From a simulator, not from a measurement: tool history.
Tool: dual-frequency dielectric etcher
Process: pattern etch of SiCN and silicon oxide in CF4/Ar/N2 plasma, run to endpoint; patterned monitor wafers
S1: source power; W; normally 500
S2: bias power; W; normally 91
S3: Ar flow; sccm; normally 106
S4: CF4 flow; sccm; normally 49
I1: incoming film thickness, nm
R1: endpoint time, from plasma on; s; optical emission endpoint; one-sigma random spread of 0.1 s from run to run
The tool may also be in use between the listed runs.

run     day   S1  S2   S3  S4     I1    R1
  1       0  500  91  106  49  12.33  13.3
  2   1.442  500  91  106  49  12.21  13.2
  3   3.488  540  91   93  49  12.13  12.5
  4   5.925  570  83  106  49   12.2  12.8
  5   7.179  570  83  106  49  12.19  12.9
  6   8.542  500  91  106  49  12.21  13.6
       9.85  -- Ar flow controller replaced
      9.979  -- bias power generator calibrated
  7  11.121  500  91  106  49  12.04  13.3
  8  13.662  430  91  117  55  12.25  15.1
     14.992  -- upper electrode replaced, of another model than before
  9  15.012  500  82  106  49  12.13  14.8
     15.667  -- CF4 flow controller replaced
 10  16.367  500  91  119  42  12.26  14.5
 11  19.321  500  91  106  49  12.26  13.8
     20.479  -- source power generator calibrated
     22.996  -- wet clean of the chamber
 12  26.338  500  79  106  55  12.18  14.4
 13  28.712  420  91  106  53  12.21  13.8
 14  30.929  410  79  115  38  12.34    17

Branching from run 14: 5 alternative next runs. What would each branch give?
  A  30.946  500   91  106  49  12.1   ?
  B  30.946  430   91   92  45  12.1   ?
  C  30.946  500   75   87  49  12.1   ?
  D  30.946  600   91  106  53  12.1   ?
  E  30.946  460  106  106  49  12.1   ?

run    R1
  A    13
  B  13.6
  C  14.7
  D  11.9
  E    12
With no hidden state in the tool, these same runs would have given:
run    R1
  A  12.8
  B  13.4
  C  14.5
  D  11.8
  E  11.8
